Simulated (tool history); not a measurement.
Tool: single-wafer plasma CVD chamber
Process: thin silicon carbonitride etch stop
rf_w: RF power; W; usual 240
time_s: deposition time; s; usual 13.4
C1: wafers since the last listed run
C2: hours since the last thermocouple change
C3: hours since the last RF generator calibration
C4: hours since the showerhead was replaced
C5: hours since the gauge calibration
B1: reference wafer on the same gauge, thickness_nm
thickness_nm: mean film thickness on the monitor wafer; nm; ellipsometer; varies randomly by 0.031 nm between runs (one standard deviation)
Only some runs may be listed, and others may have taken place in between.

Run 1, hour 0: usual settings; C1 0; C2 1721.1; C3 286.6; C4 3502.4; C5 345.9; B1 6.812. Result: thickness_nm 8.015 nm.
Run 2, hour 104: usual settings; C1 2119; C2 1825.1; C3 390.6; C4 3606.4; C5 449.9; B1 6.81. Result: thickness_nm 7.982 nm.
Run 3, hour 169.3: usual settings; C1 1330; C2 1890.4; C3 455.9; C4 3671.7; C5 515.2; B1 6.813. Result: thickness_nm 7.997 nm.
Run 4, hour 254.9: usual settings; C1 1744; C2 1976; C3 541.5; C4 3757.3; C5 600.8; B1 6.822. Result: thickness_nm 7.974 nm.
Run 5, hour 300.9: usual settings; C1 937; C2 2022; C3 587.5; C4 3803.3; C5 646.8; B1 6.806. Result: thickness_nm 7.921 nm.
Run 6, hour 354.6: usual settings; C1 1094; C2 2075.7; C3 641.2; C4 3857; C5 700.5; B1 6.808. Result: thickness_nm 7.917 nm.
Run 7, hour 417.2: usual settings but rf_w 220 W; C1 1275; C2 2138.3; C3 703.8; C4 3919.6; C5 763.1; B1 6.813. Result: thickness_nm 7.803 nm.
At hour 430.2: gauge calibrated.
Run 8, hour 464.9: usual settings; C1 972; C2 2186; C3 751.5; C4 3967.3; C5 34.7; B1 6.808. Result: thickness_nm 7.933 nm.
Run 9, hour 524.8: usual settings; C1 1220; C2 2245.9; C3 811.4; C4 4027.2; C5 94.6; B1 6.809. Result: thickness_nm 7.919 nm.
Run 10, hour 597.5: usual settings; C1 1481; C2 2318.6; C3 884.1; C4 4099.9; C5 167.3; B1 6.81. Result: thickness_nm 7.921 nm.
Run 11, hour 695: usual settings; C1 1986; C2 2416.1; C3 981.6; C4 4197.4; C5 264.8; B1 6.809. Result: thickness_nm 7.916 nm.
At hour 731.8: thermocouple changed; heater temperature recalibrated.
Run 12, hour 802.8: usual settings; C1 2033; C2 71; C3 1089.4; C4 4305.2; C5 372.6; B1 6.807. Result: thickness_nm 7.876 nm.
Run 13, hour 874.7: usual settings; C1 1465; C2 142.9; C3 1161.3; C4 4377.1; C5 444.5; B1 6.812. Result: thickness_nm 7.9 nm.
Run 14, hour 914.9: usual settings; C1 819; C2 183.1; C3 1201.5; C4 4417.3; C5 484.7; B1 6.814. Result: thickness_nm 7.871 nm.
Run 15, hour 952: usual settings but time_s 11.1 s; C1 756; C2 220.2; C3 1238.6; C4 4454.4; C5 521.8; B1 6.817. Result: thickness_nm 6.508 nm.
At hour 1012.9: RF generator calibrated.
Run 16, hour 1032.3: usual settings but rf_w 260 W, time_s 12.5 s; C1 1473; C2 300.5; C3 19.4; C4 4534.7; C5 602.1; B1 6.805. Result: thickness_nm 7.63 nm.
Run 17, hour 1120.8: usual settings but rf_w 285 W, time_s 11.1 s; C1 1803; C2 389; C3 107.9; C4 4623.2; C5 690.6; B1 6.811. Result: thickness_nm 6.874 nm.
Run 18, hour 1174.4: usual settings; C1 1092; C2 442.6; C3 161.5; C4 4676.8; C5 744.2; B1 6.802. Result: thickness_nm 7.998 nm.
Run 19, hour 1231.5: usual settings but rf_w 275 W, time_s 11.5 s; C1 1163; C2 499.7; C3 218.6; C4 4733.9; C5 801.3; B1 6.815. Result: thickness_nm 7.115 nm.
At hour 1261.1: gauge calibrated.
At hour 1306.9: showerhead replaced.
Run 20, hour 1307.4: usual settings but rf_w 225 W, time_s 15.6 s; C1 1383; C2 575.6; C3 294.5; C4 0.5; C5 46.3; B1 6.811. Result: thickness_nm 9.163 nm.
Run 21, hour 1596.9: usual settings but rf_w 200 W; C1 5899; C2 865.1; C3 584; C4 290; C5 335.8; B1 6.813. Result: thickness_nm 7.639 nm.
Run 22, hour 1696.6: usual settings but time_s 14.3 s; C1 2031; C2 964.8; C3 683.7; C4 389.7; C5 435.5; B1 6.814. Result: thickness_nm 8.497 nm.

5 ways to go on from here, each from the tool as it stands after run 22. What would each give?
Run A, hour 1697: usual settings; C1 8; C2 965.2; C3 684.1; C4 390.1; C5 435.9; B1 ?. Result: thickness_nm ?.
Run B, hour 1697: usual settings but rf_w 275 W; C1 8; C2 965.2; C3 684.1; C4 390.1; C5 435.9; B1 ?. Result: thickness_nm ?.
Run C, hour 1697: usual settings but rf_w 195 W; C1 8; C2 965.2; C3 684.1; C4 390.1; C5 435.9; B1 ?. Result: thickness_nm ?.
Run D, hour 1697: usual settings but time_s 15.9 s; C1 8; C2 965.2; C3 684.1; C4 390.1; C5 435.9; B1 ?. Result: thickness_nm ?.
Run E, hour 1697: usual settings but rf_w 265 W, time_s 11.9 s; C1 8; C2 965.2; C3 684.1; C4 390.1; C5 435.9; B1 ?. Result: thickness_nm ?.

run     B1  thickness_nm
  A  6.802         7.953
  B  6.802         8.215
  C  6.802         7.582
  D  6.802         9.436
  E  6.802         7.231
With no hidden state in the tool, these same runs would have given:
run  thickness_nm
  A         8.034
  B         8.299
  C         7.659
  D         9.532
  E         7.304
